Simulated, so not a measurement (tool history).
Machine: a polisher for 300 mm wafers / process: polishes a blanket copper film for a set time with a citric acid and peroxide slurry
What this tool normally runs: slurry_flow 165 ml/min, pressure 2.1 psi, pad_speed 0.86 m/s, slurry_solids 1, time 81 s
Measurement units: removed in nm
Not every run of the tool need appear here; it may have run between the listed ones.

run,hour,slurry_flow,pressure,pad_speed,slurry_solids,time,"incoming thickness of the incoming film, nm",removed
1,0,130,2.1,0.86,1,89,636.1,129.6
2,65,165,2.1,0.86,1,81,657.6,121.3
3,155.6,165,2.1,0.86,1,81,644.2,119.4
4,251.8,165,2.1,0.86,1,81,642.5,129.4
5,353.9,165,2.1,0.86,1,81,649.4,130
6,399.1,165,1.7,0.86,1,81,664,107.6
7,468.1,165,2.1,1.08,1,81,644.3,151
8,513.2,165,2.1,1.08,1,81,638.8,151.6
9,587,165,2.1,1.08,1,81,637.5,151.2
10,678.5,190,2.1,0.96,1,81,649.9,138
11,743.8,165,2.1,0.86,1,66,644.5,100.4
12,795.3,165,2.1,0.86,1,66,640.7,101
13,848.6,165,2.1,0.86,1,58,650.1,86
14,885.9,165,2.6,0.56,0.8,56,644.1,68.4
15,943,165,2.1,0.74,0.8,55,642.5,72.3
16,996.1,190,2.1,0.76,1.25,64,651.6,103.8
17,1086.9,135,1.5,1.1,1,61,640.5,85.7
18,1178.7,165,2.1,0.86,1,81,647.1,129.5
19,1244.7,145,2.1,0.86,1.25,81,647.6,134.4
20,1349,165,2.7,0.86,1,81,637.7,154.3
21,1435.7,185,2.1,1.14,1,105,655.1,202.3
22,1690.1,165,1.8,0.86,1,64,651,89.6
23,1784.1,220,2.5,0.74,0.9,81,653.4,132.2
24,1891.5,165,2.1,0.86,1,81,649.8,126.4
25,1929.7,165,2.1,0.86,1,81,644.9,126.3
26,1969.9,165,2.1,0.86,1,81,651.7,123.8
27,2066.6,165,1.4,0.86,1,81,647.2,90.6
28,2127.1,110,1.7,0.6,0.85,81,641.7,70.6
29,2160.6,165,2.1,0.86,0.85,73,640,103.1
30,2251.9,165,2.4,0.86,1,58,642.6,97.4

The log once held 16 entries between its listed runs, left out of this copy. Where does each go, and what is different about the tool's unlogged condition between the listed run before it and the listed run after it?
Run 1 -> run 2: worn pad replaced by a new one (hour 35.9)
  slurry flow missing at the pad, %: 23.9 -> 29
  measured minus no-state result, removed: -7.7 -> -7.6 nm
Run 3 -> run 4: slurry blender recalibrated (hour 236.8); slurry nozzle cleaned (hour 238.5)
  slurry flow missing at the pad, %: 37.1 -> 1.49
  measured minus no-state result, removed: -10.8 -> -0.3 nm
Run 4 -> run 5: head pressure recalibrated (hour 272.1)
  slurry flow missing at the pad, %: 1.49 -> 2.41
  measured minus no-state result, removed: -0.3 -> -0.5 nm
Run 7 -> run 8: worn pad replaced by a new one (hour 504.3)
  slurry flow missing at the pad, %: 5.19 -> 6.79
  measured minus no-state result, removed: -1.3 -> -1.6 nm
Run 12 -> run 13: slurry blender recalibrated (hour 820); head pressure recalibrated (hour 829.5)
  slurry flow missing at the pad, %: 23.3 -> 27.7
  measured minus no-state result, removed: -4.7 -> -5.1 nm
Run 14 -> run 15: slurry nozzle cleaned (hour 941.9)
  slurry flow missing at the pad, %: 31 -> 1.32
  measured minus no-state result, removed: -4.7 -> -0.2 nm
Run 17 -> run 18: worn pad replaced by a new one (hour 1095)
  slurry flow missing at the pad, %: 2.8 -> 5.27
  measured minus no-state result, removed: -0.4 -> -1.1 nm
Run 20 -> run 21: slurry blender recalibrated (hour 1394.2); head pressure recalibrated (hour 1411.2)
  slurry flow missing at the pad, %: 13 -> 18.5
  measured minus no-state result, removed: -3.6 -> -6.3 nm
Run 21 -> run 22: slurry nozzle cleaned (hour 1609.1); worn pad replaced by a new one (hour 1624.9)
  slurry flow missing at the pad, %: 18.5 -> 1.96
  measured minus no-state result, removed: -6.3 -> -0.2 nm
Run 23 -> run 24: slurry blender recalibrated (hour 1843.3); head pressure recalibrated (hour 1889.6)
  slurry flow missing at the pad, %: 3.66 -> 7.12
  measured minus no-state result, removed: -0.6 -> -1.5 nm
Run 27 -> run 28: worn pad replaced by a new one (hour 2126.6)
  slurry flow missing at the pad, %: 16.2 -> 20.4
  measured minus no-state result, removed: -2.7 -> -3.9 nm

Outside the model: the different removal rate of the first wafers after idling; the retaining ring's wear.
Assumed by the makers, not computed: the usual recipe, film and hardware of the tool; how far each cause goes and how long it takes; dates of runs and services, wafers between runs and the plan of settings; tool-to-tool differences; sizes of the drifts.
